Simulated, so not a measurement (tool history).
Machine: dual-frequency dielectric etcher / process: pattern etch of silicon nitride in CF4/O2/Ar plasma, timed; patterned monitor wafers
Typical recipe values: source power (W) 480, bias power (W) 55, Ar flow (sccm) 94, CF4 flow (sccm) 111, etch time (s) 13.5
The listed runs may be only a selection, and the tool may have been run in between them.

run     day  source power (W)  bias power (W)  Ar flow (sccm)  CF4 flow (sccm)  etch time (s)  wafers since the last listed run  hours since the last wet clean  hours since the last source power generator calibration  hours since the last bias power generator calibration  hours since the last Ar flow controller change  hours since the last CF4 flow controller change  hours since the last upper electrode change  hours since the gauge calibration  read-back reference wafer on the same gauge, depth_nm  mean etch depth across the wafer (Å)
  1   0.000               480              55              94              111           13.5                                 0                           507.1                                                   3233.9                                                  408.1                                           981.7                                            286.1                                         97.1                             2506.5                                                  27.65                                 267.0
  2   3.854               480              55              94              132           13.5                              1113                           599.6                                                   3326.4                                                  500.6                                          1074.2                                            378.6                                        189.6                             2599.0                                                  27.73                                 272.2
      6.196  -- wet clean of the chamber
      7.896  -- source power generator calibrated
  3   7.975               480              55              94              111           13.5                               853                            42.7                                                      1.9                                                  599.5                                          1173.1                                            477.5                                        288.5                             2697.9                                                  27.70                                 271.2
  4  11.446               480              49              82              111           13.5                              1002                           126.0                                                     85.2                                                  682.8                                          1256.4                                            560.8                                        371.8                             2781.2                                                  27.66                                 263.9
     13.071  -- gauge calibrated
  5  13.571               590              55              94              119           13.5                               613                           177.0                                                    136.2                                                  733.8                                          1307.4                                            611.8                                        422.8                               12.0                                                  27.68                                 326.3
  6  15.204               480              55             107              104           17.5                               471                           216.2                                                    175.4                                                  773.0                                          1346.6                                            651.0                                        462.0                               51.2                                                  27.69                                 343.2
  7  18.454               480              55             107              104           17.5                               939                           294.2                                                    253.4                                                  851.0                                          1424.6                                            729.0                                        540.0                              129.2                                                  27.72                                 341.1
  8  21.833               540              55              87               98           15.5                               976                           375.3                                                    334.5                                                  932.1                                          1505.7                                            810.1                                        621.1                              210.3                                                  27.63                                 332.9
     25.329  -- Ar flow controller replaced
  9  25.350               440              44              71              111           13.5                               943                           459.7                                                    418.9                                                 1016.5                                             0.5                                            894.5                                        705.5                              294.7                                                  27.73                                 240.8
 10  28.483               590              55              94              111           13.5                               905                           534.9                                                    494.1                                                 1091.7                                            75.7                                            969.7                                        780.7                              369.9                                                  27.70                                 315.4
 11  30.025               480              55              94              111           12.5                               445                           571.9                                                    531.1                                                 1128.7                                           112.7                                           1006.7                                        817.7                              406.9                                                  27.72                                 244.3
 12  32.242               380              55              94              111           16.0                               640                           625.1                                                    584.3                                                 1181.9                                           165.9                                           1059.9                                        870.9                              460.1                                                  27.66                                 260.1
 13  33.779               480              55             108               99           15.0                               444                           662.0                                                    621.2                                                 1218.8                                           202.8                                           1096.8                                        907.8                              497.0                                                  27.74                                 283.1
     36.725  -- wet clean of the chamber
 14  37.354               480              55              94              111           15.5                               743                            15.1                                                    707.0                                                 1304.6                                           288.6                                           1182.6                                        993.6                              582.8                                                  27.70                                 314.3
 15  41.525               480              55              94              111           13.5                              1205                           115.2                                                    807.1                                                 1404.7                                           388.7                                           1282.7                                       1093.7                              682.9                                                  27.68                                 269.1
 16  45.612               480              55              94              111           11.5                              1180                           213.3                                                    905.2                                                 1502.8                                           486.8                                           1380.8                                       1191.8                              781.0                                                  27.70                                 229.3
 17  49.721               480              42              94              138           13.5                              1186                           311.9                                                   1003.8                                                 1601.4                                           585.4                                           1479.4                                       1290.4                              879.6                                                  27.72                                 258.8
 18  53.900               480              55              94               89           16.5                              1207                           412.2                                                   1104.1                                                 1701.7                                           685.7                                           1579.7                                       1390.7                              979.9                                                  27.71                                 311.1
 19  57.708               560              55              94              111           13.5                              1100                           503.6                                                   1195.5                                                 1793.1                                           777.1                                           1671.1                                       1482.1                             1071.3                                                  27.68                                 301.1
 20  59.754               540              55             105               89           13.5                               591                           552.7                                                   1244.6                                                 1842.2                                           826.2                                           1720.2                                       1531.2                             1120.4                                                  27.68                                 275.9
     62.829  -- wet clean of the chamber
 21  62.850               480              55              94              111           14.5                               605                             0.5                                                   1318.9                                                 1916.5                                           900.5                                           1794.5                                       1605.5                             1194.7                                                  27.73                                 288.4
 22  66.046               480              49              82              111           13.5                               923                            77.2                                                   1395.6                                                 1993.2                                           977.2                                           1871.2                                       1682.2                             1271.4                                                  27.67                                 264.2

What if the next run were any one of these 3? Each begins from the tool's condition after run 22:
  A  66.062               480              41              94              111           13.5                                 4                            77.6                                                   1396.0                                                 1993.6                                           977.6                                           1871.6                                       1682.6                             1271.8                                                      ?                                     ?
  B  66.062               480              64              94              111           10.5                                 4                            77.6                                                   1396.0                                                 1993.6                                           977.6                                           1871.6                                       1682.6                             1271.8                                                      ?                                     ?
  C  66.062               400              55             106               88           12.0                                 4                            77.6                                                   1396.0                                                 1993.6                                           977.6                                           1871.6                                       1682.6                             1271.8                                                      ?                                     ?

run  read-back reference wafer on the same gauge, depth_nm  mean etch depth across the wafer (Å)
  A                                                  27.67                                 249.3
  B                                                  27.67                                 217.9
  C                                                  27.67                                 195.2
With the hidden condition removed and each run's random variation left untouched, the same runs would have given:
run  mean etch depth across the wafer (Å)
  A                                 253.1
  B                                 221.0
  C                                 198.3
